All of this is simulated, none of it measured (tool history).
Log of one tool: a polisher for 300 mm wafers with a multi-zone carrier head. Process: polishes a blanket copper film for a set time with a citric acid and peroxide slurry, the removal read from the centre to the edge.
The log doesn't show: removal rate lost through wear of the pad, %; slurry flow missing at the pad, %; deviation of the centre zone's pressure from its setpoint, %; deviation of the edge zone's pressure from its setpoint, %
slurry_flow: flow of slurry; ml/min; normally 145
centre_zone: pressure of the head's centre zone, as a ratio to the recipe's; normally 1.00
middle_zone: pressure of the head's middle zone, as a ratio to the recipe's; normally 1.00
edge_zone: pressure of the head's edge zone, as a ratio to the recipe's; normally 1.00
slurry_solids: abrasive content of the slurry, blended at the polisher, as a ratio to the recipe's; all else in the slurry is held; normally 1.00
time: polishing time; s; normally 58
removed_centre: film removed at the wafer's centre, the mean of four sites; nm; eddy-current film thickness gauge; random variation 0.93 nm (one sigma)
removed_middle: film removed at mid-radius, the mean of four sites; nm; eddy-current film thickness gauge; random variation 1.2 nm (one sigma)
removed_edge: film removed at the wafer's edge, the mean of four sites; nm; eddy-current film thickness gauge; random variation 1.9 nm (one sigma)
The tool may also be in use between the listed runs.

run,hour,slurry_flow,centre_zone,middle_zone,edge_zone,slurry_solids,time,wafers since the last listed run,wafers polished on this pad,hours since the slurry nozzle was cleaned,hours since the centre zone pressure was calibrated,hours since the edge zone pressure was calibrated,hours since the carrier head's membrane was replaced,"incoming thickness of the incoming film, nm",removed_centre,removed_middle,removed_edge
1,0.0,145,1.00,1.00,1.00,1.00,58,0,357,204.6,213.8,143.5,902.2,1014.2,130.8,131.4,133.7
2,48.2,145,1.00,1.00,1.00,1.00,58,354,712,252.8,262.0,191.7,950.4,1028.3,131.3,131.6,133.6
3,113.9,145,1.00,1.00,1.00,1.00,58,482,1194,318.5,327.7,257.4,1016.1,1016.6,130.2,130.5,130.7
# hour 118.2: slurry nozzle cleaned
4,162.3,145,1.00,1.00,1.00,1.00,58,348,1543,44.1,376.1,305.8,1064.5,1036.0,129.4,129.9,127.1
# hour 264.6: worn pad replaced by a new one
5,269.8,145,1.00,1.00,1.00,1.00,58,760,38,151.6,483.6,413.3,1172.0,1006.3,126.5,128.2,129.6
6,322.8,145,1.00,1.00,1.00,1.00,58,389,427,204.6,536.6,466.3,1225.0,1016.3,122.4,126.4,125.5
7,422.3,145,1.00,1.00,1.00,1.00,58,731,1158,304.1,636.1,565.8,1324.5,1006.1,122.0,123.7,122.8
# hour 432.5: slurry nozzle cleaned
# hour 475.3: worn pad replaced by a new one, repeated, since the last time left the tool worse
8,491.6,145,1.00,1.00,1.00,1.00,58,472,119,59.1,705.4,635.1,1393.8,1024.0,132.5,135.0,135.1
# hour 509.1: centre zone pressure recalibrated
# hour 519.3: carrier head's membrane replaced by a new one
9,565.0,145,1.00,1.00,1.00,1.00,58,487,607,132.5,55.9,708.5,45.7,1012.2,131.8,131.8,131.5
10,632.1,145,1.08,1.00,1.00,1.00,58,493,1100,199.6,123.0,775.6,112.8,1021.6,137.0,130.4,130.0
11,710.6,145,1.00,1.00,1.00,1.00,58,576,1677,278.1,201.5,854.1,191.3,1025.8,129.8,132.9,129.6
# hour 748.7: slurry nozzle cleaned
12,786.0,145,1.00,1.00,1.00,1.00,51,546,2223,37.3,276.9,929.5,266.7,1013.2,113.7,113.8,115.2
# hour 797.5: worn pad replaced by a new one
13,890.0,145,0.97,1.07,0.89,1.00,73,734,679,141.3,380.9,1033.5,370.7,1033.3,161.9,173.0,155.5
14,970.6,145,1.00,0.95,1.00,1.10,67,592,1272,221.9,461.5,1114.1,451.3,1018.2,152.7,145.0,154.8
# hour 1054.1: edge zone pressure recalibrated
15,1064.6,145,1.05,1.00,1.00,1.00,50,676,1948,315.9,555.5,10.5,545.3,1034.2,114.8,110.0,112.2
# hour 1074.2: slurry nozzle cleaned
# hour 1081.3: worn pad replaced by a new one
16,1106.0,145,1.09,1.00,1.00,1.00,58,267,181,31.8,596.9,51.9,586.7,1020.1,140.3,133.3,135.2
17,1168.6,145,1.00,1.00,1.00,1.25,58,459,641,94.4,659.5,114.5,649.3,1021.4,136.0,137.9,135.5
18,1213.3,145,1.00,0.89,1.04,1.00,58,328,970,139.1,704.2,159.2,694.0,1004.0,130.5,119.5,134.9
19,1251.7,160,1.00,1.00,1.00,1.00,70,282,1252,177.5,742.6,197.6,732.4,1019.7,158.8,157.0,162.5
# hour 1297.9: centre zone pressure recalibrated
20,1334.1,145,0.97,1.07,0.89,1.00,73,590,1843,259.9,36.2,280.0,814.8,1025.3,158.5,173.0,155.8
# hour 1350.7: slurry nozzle cleaned
# hour 1403.6: worn pad replaced by a new one
21,1420.6,115,1.09,1.00,1.00,1.00,58,598,124,69.9,122.7,366.5,901.3,999.5,134.1,126.0,127.2

The tool's hidden state at each run:
slurry flow missing at the pad, %: 0, the same for each run
deviation of the centre zone's pressure from its setpoint, %: 0, the same for each run
deviation of the edge zone's pressure from its setpoint, %: 0, the same for each run
H1: removal rate lost through wear of the pad, %
run,H1
1,1.55
2,2.38
3,3.03
4,3.3
5,6.32
6,7.71
7,8.96
8,0.589
9,2.16
10,2.87
11,3.27
12,3.45
13,2.18
14,2.96
15,3.34
16,1.18
17,2.47
18,3
19,3.31
20,3.67
21,1.14

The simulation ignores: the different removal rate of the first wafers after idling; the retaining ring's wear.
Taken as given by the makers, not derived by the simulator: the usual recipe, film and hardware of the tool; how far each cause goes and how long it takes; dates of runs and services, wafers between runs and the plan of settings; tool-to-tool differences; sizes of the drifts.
